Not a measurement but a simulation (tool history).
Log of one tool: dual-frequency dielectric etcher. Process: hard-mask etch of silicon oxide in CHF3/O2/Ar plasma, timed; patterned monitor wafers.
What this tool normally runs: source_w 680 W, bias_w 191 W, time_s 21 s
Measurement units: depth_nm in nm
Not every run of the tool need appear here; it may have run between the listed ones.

run	hour	source_w	bias_w	time_s	wafers since the last listed run	hours since the last wet clean	hours since the last source power generator calibration	hours since the last bias power generator calibration	hours since the last upper electrode change	hours since the gauge calibration	read-back reference wafer on the same gauge, depth_nm	depth_nm
1	0	680	191	21	0	102.9	1910.4	810.7	4176.6	1527.2	49.13	45.85
2	40.4	680	191	21	625	143.3	1950.8	851.1	4217	1567.6	49.13	45.77
3	71.5	810	191	25.5	481	174.4	1981.9	882.2	4248.1	1598.7	49.1	59.79
4	108.9	810	191	25.5	579	211.8	2019.3	919.6	4285.5	1636.1	49.22	59.94
5	145	730	204	21	559	247.9	2055.4	955.7	4321.6	1672.2	49.14	47.94
6	214.2	730	204	21	1072	317.1	2124.6	1024.9	4390.8	1741.4	49.19	47.72
7	285.9	730	204	21	1110	388.8	2196.3	1096.6	4462.5	1813.1	49.15	47.96
8	355.1	680	191	19.5	1072	458	2265.5	1165.8	4531.7	1882.3	49.17	42.22
# hour 396.1: upper electrode replaced
# hour 398.2: wet clean of the chamber
9	413	680	191	19.5	491	14.8	2323.4	1223.7	16.9	1940.2	49.21	42.2
10	441.2	680	191	19.5	436	43	2351.6	1251.9	45.1	1968.4	49.25	41.98
11	482.4	680	178	21	638	84.2	2392.8	1293.1	86.3	2009.6	49.16	44.01
# hour 511.6: source power generator calibrated
12	515.6	680	191	21	452	117.4	4	1326.3	119.5	2042.8	49.2	46.26
13	577.9	820	191	23	965	179.7	66.3	1388.6	181.8	2105.1	49.34	54.98
14	624.4	820	191	23	720	226.2	112.8	1435.1	228.3	2151.6	49.07	54.91
# hour 670.1: gauge calibrated
15	672.9	810	191	21	751	274.7	161.3	1483.6	276.8	2.8	49.1	49.75
16	725.6	680	191	21	816	327.4	214	1536.3	329.5	55.5	49.25	46.14
17	766	680	191	23	625	367.8	254.4	1576.7	369.9	95.9	49.21	50.87
18	802.9	680	191	21	571	404.7	291.3	1613.6	406.8	132.8	49.28	45.86
# hour 938.3: wet clean of the chamber
19	1012.5	680	191	21	2875	74.2	500.9	1823.2	616.4	342.4	49.18	45.94
20	1084.3	810	191	21	1112	146	572.7	1895	688.2	414.2	49.34	49.42
21	1146.5	630	191	15	963	208.2	634.9	1957.2	750.4	476.4	49.17	32.08
22	1212.4	610	208	18	1020	274.1	700.8	2023.1	816.3	542.3	49.2	38.84
23	1238.1	770	191	23.5	398	299.8	726.5	2048.8	842	568	49.25	54.31
24	1290	620	237	26	804	351.7	778.4	2100.7	893.9	619.9	49.16	59.72
# hour 1367.1: bias power generator calibrated
# hour 1377.4: wet clean of the chamber
25	1495.8	770	209	17.5	2966	118.4	984.2	128.7	1099.7	825.7	49.23	42.04
26	1543.7	600	160	23.5	742	166.3	1032.1	176.6	1147.6	873.6	49.08	45.6
27	1728.6	680	191	26.5	2864	351.2	1217	361.5	1332.5	1058.5	49.29	57.64
28	1765.6	680	191	21	573	388.2	1254	398.5	1369.5	1095.5	49.31	45.92
29	1812.5	680	217	21	726	435.1	1300.9	445.4	1416.4	1142.4	49.29	48.7
30	1857.5	770	223	21	697	480.1	1345.9	490.4	1461.4	1187.4	49.22	51.2

Describe how what the log doesn't record of the tool's condition differs between the last listed run preceding each entry between runs and the first listed run following it.
Runs 8 to 9: upper electrode replaced (hour 396.1); wet clean of the chamber (hour 398.2)
  source power that arrives over what is set, %: -3.27 -> -3.48
  measured result minus the result with no hidden state, depth_nm: -0.61 -> -0.65 nm
Runs 11 to 12: source power generator calibrated (hour 511.6)
  source power that arrives over what is set, %: -3.74 -> 0.334
  measured result minus the result with no hidden state, depth_nm: -0.73 -> +0.07 nm
Runs 14 to 15: gauge calibrated (hour 670.1)
  source power that arrives over what is set, %: 0.324 -> 0.313
  measured result minus the result with no hidden state, depth_nm: +0.07 -> +0.06 nm
Runs 18 to 19: wet clean of the chamber (hour 938.3)
  source power that arrives over what is set, %: 0.267 -> 0.136
  measured result minus the result with no hidden state, depth_nm: +0.05 -> +0.03 nm
Runs 24 to 25: bias power generator calibrated (hour 1367.1); wet clean of the chamber (hour 1377.4)
  source power that arrives over what is set, %: -0.143 -> -0.428
  measured result minus the result with no hidden state, depth_nm: -0.04 -> -0.08 nm

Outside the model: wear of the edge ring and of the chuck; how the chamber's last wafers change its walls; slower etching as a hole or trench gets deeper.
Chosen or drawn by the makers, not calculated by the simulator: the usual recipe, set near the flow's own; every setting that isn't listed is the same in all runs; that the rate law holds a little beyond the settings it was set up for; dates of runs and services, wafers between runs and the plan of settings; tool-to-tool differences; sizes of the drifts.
